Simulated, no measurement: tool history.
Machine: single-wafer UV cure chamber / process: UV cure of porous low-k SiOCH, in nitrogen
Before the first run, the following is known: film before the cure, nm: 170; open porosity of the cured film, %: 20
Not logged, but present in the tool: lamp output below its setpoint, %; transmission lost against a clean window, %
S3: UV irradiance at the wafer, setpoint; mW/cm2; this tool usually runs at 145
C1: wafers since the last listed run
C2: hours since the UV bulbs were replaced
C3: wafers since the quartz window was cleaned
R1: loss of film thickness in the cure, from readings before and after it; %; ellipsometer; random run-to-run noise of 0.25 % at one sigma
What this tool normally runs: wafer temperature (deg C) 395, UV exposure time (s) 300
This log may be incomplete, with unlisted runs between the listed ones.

Run 1, hour 0: usual settings; C1 0; C2 1808.2; C3 331. Result: R1 15.811 %.
Run 2, hour 68.9: usual settings; C1 534; C2 1877.1; C3 865. Result: R1 14.931 %.
Run 3, hour 149.4: usual settings; C1 624; C2 1957.6; C3 1490. Result: R1 14.84 %.
Run 4, hour 205.3: usual settings; C1 433; C2 2013.5; C3 1924. Result: R1 14.871 %.
Run 5, hour 273.5: usual settings; C1 529; C2 2081.7; C3 2453. Result: R1 14.834 %.
Run 6, hour 316.5: usual settings; C1 333; C2 2124.7; C3 2787. Result: R1 14.463 %.
Run 7, hour 391.2: usual settings; C1 579; C2 2199.4; C3 3367. Result: R1 14.965 %.
At hour 418: quartz window cleaned.
Run 8, hour 451.8: usual settings; C1 408; C2 2260; C3 261. Result: R1 15.235 %.
Run 9, hour 553.2: usual settings; C1 786; C2 2361.4; C3 1048. Result: R1 14.483 %.
Run 10, hour 602.8: usual settings; C1 384; C2 2411; C3 1433. Result: R1 14.663 %.
Run 11, hour 666.9: usual settings; C1 497; C2 2475.1; C3 1931. Result: R1 15.263 %.
Run 12, hour 705.9: usual settings; C1 302; C2 2514.1; C3 2233. Result: R1 14.765 %.
Run 13, hour 787.2: usual settings; C1 630; C2 2595.4; C3 2864. Result: R1 14.694 %.
At hour 881.6: UV bulbs replaced.
Run 14, hour 882.1: usual settings; C1 674; C2 0.5; C3 3539. Result: R1 14.4 %.
At hour 896.9: quartz window cleaned.
Run 15, hour 923: usual settings; C1 255; C2 41.4; C3 202. Result: R1 15.346 %.
Run 16, hour 1017.1: usual settings; C1 730; C2 135.5; C3 932. Result: R1 15.519 %.
Run 17, hour 1057.2: usual settings but S3 158 mW/cm2; C1 311; C2 175.6; C3 1244. Result: R1 15.683 %.
Run 18, hour 1157.3: usual settings but wafer temperature (deg C) 376, UV exposure time (s) 165, S3 106 mW/cm2; C1 776; C2 275.7; C3 2020. Result: R1 10.207 %.
Run 19, hour 1253.4: usual settings but wafer temperature (deg C) 384, UV exposure time (s) 220, S3 161 mW/cm2; C1 745; C2 371.8; C3 2766. Result: R1 13.852 %.
Run 20, hour 1290.4: usual settings but wafer temperature (deg C) 389; C1 287; C2 408.8; C3 3053. Result: R1 14.863 %.
Run 21, hour 1327.2: usual settings but UV exposure time (s) 240, S3 169 mW/cm2; C1 285; C2 445.6; C3 3339. Result: R1 14.506 %.
At hour 1358.3: quartz window cleaned.
Run 22, hour 1417.7: usual settings; C1 640; C2 536.1; C3 460. Result: R1 15.552 %.
Run 23, hour 1467.3: usual settings; C1 384; C2 585.7; C3 845. Result: R1 15.475 %.
Run 24, hour 1555: usual settings but wafer temperature (deg C) 400, UV exposure time (s) 385, S3 117 mW/cm2; C1 680; C2 673.4; C3 1526. Result: R1 15.471 %.
Run 25, hour 1654.5: usual settings but wafer temperature (deg C) 408, S3 169 mW/cm2; C1 772; C2 772.9; C3 2298. Result: R1 15.93 %.
Run 26, hour 1718.7: usual settings but wafer temperature (deg C) 401, UV exposure time (s) 380, S3 179 mW/cm2; C1 498; C2 837.1; C3 2796. Result: R1 17.377 %.
At hour 1787: quartz window cleaned.
Run 27, hour 1787.5: usual settings; C1 471; C2 905.9; C3 3. Result: R1 15.623 %.
Run 28, hour 1847.7: usual settings but UV exposure time (s) 165, S3 157 mW/cm2; C1 467; C2 966.1; C3 470. Result: R1 12.7 %.
Run 29, hour 1917.4: usual settings but S3 123 mW/cm2; C1 540; C2 1035.8; C3 1011. Result: R1 14.285 %.
Run 30, hour 1960.4: usual settings but wafer temperature (deg C) 376; C1 333; C2 1078.8; C3 1345. Result: R1 14.547 %.
Run 31, hour 2031.4: usual settings but wafer temperature (deg C) 410, UV exposure time (s) 355, S3 126 mW/cm2; C1 551; C2 1149.8; C3 1896. Result: R1 15.685 %.

List, for all runs, the conditions of the tool that the log does not record:
lamp output below its setpoint, %: 0 across all the runs
H1: transmission lost against a clean window, %
run    H1
  1  6.34
  2    12
  3  16.2
  4    18
  5  19.6
  6  20.2
  7  21.1
  8  8.93
  9    17
 10  19.4
 11  21.6
 12  22.5
 13  23.9
 14  24.8
 15  4.31
 16  12.3
 17  14.5
 18  18.1
 19  19.9
 20  20.4
 21  20.8
 22  7.01
 23  10.9
 24  15.4
 25  18.2
 26  19.3
 27  1.68
 28  8.31
 29  13.4
 30  15.6
 31  18.2
